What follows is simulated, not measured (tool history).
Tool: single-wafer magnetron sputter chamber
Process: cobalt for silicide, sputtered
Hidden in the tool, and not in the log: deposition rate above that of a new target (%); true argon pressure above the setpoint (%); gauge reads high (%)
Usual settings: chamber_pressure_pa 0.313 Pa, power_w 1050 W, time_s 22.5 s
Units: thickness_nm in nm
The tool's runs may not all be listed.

run,day,chamber_pressure_pa,power_w,time_s,wafers since the last listed run,wafers on the sputter target,hours since the last manometer calibration,hours since the magnet pack was replaced,hours since the gauge calibration,"read-back reference wafer on the same gauge, thickness_nm",thickness_nm
1,0,0.274,1050,22.5,0,2510,1746.3,8453.7,481.1,16.007,13.986
2,1.275,0.313,1050,22.5,548,3059,1776.9,8484.3,511.7,16.001,13.759
3,2.554,0.313,1050,22.5,550,3609,1807.6,8515,542.4,15.999,13.709
4,3.171,0.313,1050,22.5,265,3874,1822.4,8529.8,557.2,16,13.703
5,4.417,0.313,1050,22.5,536,4410,1852.3,8559.7,587.1,16.005,13.666
6,5.088,0.313,1050,22.5,288,4699,1868.4,8575.8,603.2,15.999,13.635
7,5.988,0.313,1050,22.5,387,5086,1890,8597.4,624.8,16.007,13.595
8,6.679,0.313,1050,22.5,297,5384,1906.6,8614,641.4,15.995,13.611
9,8.733,0.313,1050,22.5,883,6268,1955.9,8663.3,690.7,16.001,13.509
# day 9.108: sputter target and shields replaced
10,9.246,0.313,1050,22.5,77,59,1968.2,8675.6,703,16.001,13.77
11,11.279,0.237,1050,25,874,934,2017,8724.4,751.8,16.005,15.799
12,11.829,0.237,1050,25,236,1171,2030.2,8737.6,765,16.001,15.798
13,13.029,0.313,1050,22.5,516,1687,2059,8766.4,793.8,15.996,13.779
14,13.725,0.258,1050,22.5,299,1986,2075.7,8783.1,810.5,15.995,14.109
15,17.804,0.258,1050,22.5,1755,3742,2173.6,8881,908.4,15.996,13.966
# day 18.475: magnet pack replaced
# day 18.542: capacitance manometer re-zeroed and calibrated
16,18.779,0.258,1050,22.5,246,3988,5.7,7.3,931.8,16.001,13.862
17,20.021,0.313,950,22.5,534,4522,35.5,37.1,961.6,16.004,12.192
18,20.717,0.2,950,21.2,299,4822,52.2,53.8,978.3,15.997,12.086
# day 21.533: sputter target and shields replaced
19,21.554,0.349,1050,24.6,216,8,72.3,73.9,998.4,15.996,14.561
20,22.225,0.355,1050,26.2,288,297,88.4,90,1014.5,16.003,15.52
21,22.742,0.211,900,21,222,519,100.8,102.4,1026.9,16,11.4
22,23.342,0.211,900,21,258,777,115.2,116.8,1041.3,15.997,11.39
# day 23.975: gauge calibrated
23,24.442,0.313,1050,22.5,473,1250,141.6,143.2,11.2,15.999,13.549
24,25.558,0.313,1050,25.2,480,1731,168.4,170,38,16.006,15.191
25,26.217,0.313,1050,25.7,283,2014,184.2,185.8,53.8,15.999,15.471
26,26.917,0.222,1050,22.5,301,2315,201,202.6,70.6,15.997,14.178
27,28.25,0.229,1050,22.5,573,2889,233,234.6,102.6,15.995,14.082
28,28.933,0.378,1050,19.3,294,3183,249.4,251,119,15.995,11.327
29,30.383,0.313,1050,22.5,623,3807,284.2,285.8,153.8,15.998,13.583
30,31.212,0.28,950,26.2,356,4164,304.1,305.7,173.7,16.004,14.435
31,32.008,0.424,950,19,342,4506,323.2,324.8,192.8,16.004,9.875
32,32.871,0.313,1050,22.5,371,4877,343.9,345.5,213.5,16.001,13.509
33,33.771,0.354,1050,26.7,387,5265,365.5,367.1,235.1,16.005,15.737
# day 35.175: sputter target and shields replaced
34,35.196,0.313,1050,22.5,469,8,399.7,401.3,269.3,16.001,13.639
35,35.758,0.313,1050,22.5,242,250,413.2,414.8,282.8,16.002,13.72

The tool's hidden state at each run:
gauge reads high (%): 0 in every run
H1: deposition rate above that of a new target (%)
H2: true argon pressure above the setpoint (%)
run,H1,H2
1,-0.455,-12.5
2,-0.588,-12.5
3,-0.748,-12.6
4,-0.835,-12.6
5,-1.03,-12.7
6,-1.14,-12.7
7,-1.31,-12.7
8,-1.44,-12.7
9,-1.89,-12.8
10,-0.0313,-12.8
11,-0.0692,-12.9
12,-0.0909,-12.9
13,-0.155,-13
14,-0.203,-13
15,-0.641,-13.1
16,-0.786,-1.07
17,-0.992,-1.7
18,-1.12,-2.05
19,-0.258,-2.45
20,-0.262,-2.77
21,-0.269,-3.01
22,-0.284,-3.28
23,-0.326,-3.77
24,-0.388,-4.24
25,-0.435,-4.51
26,-0.491,-4.79
27,-0.622,-5.31
28,-0.699,-5.57
29,-0.889,-6.1
30,-1.01,-6.39
31,-1.14,-6.66
32,-1.29,-6.95
33,-1.47,-7.24
34,-0.0145,-7.68
35,-0.0173,-7.85
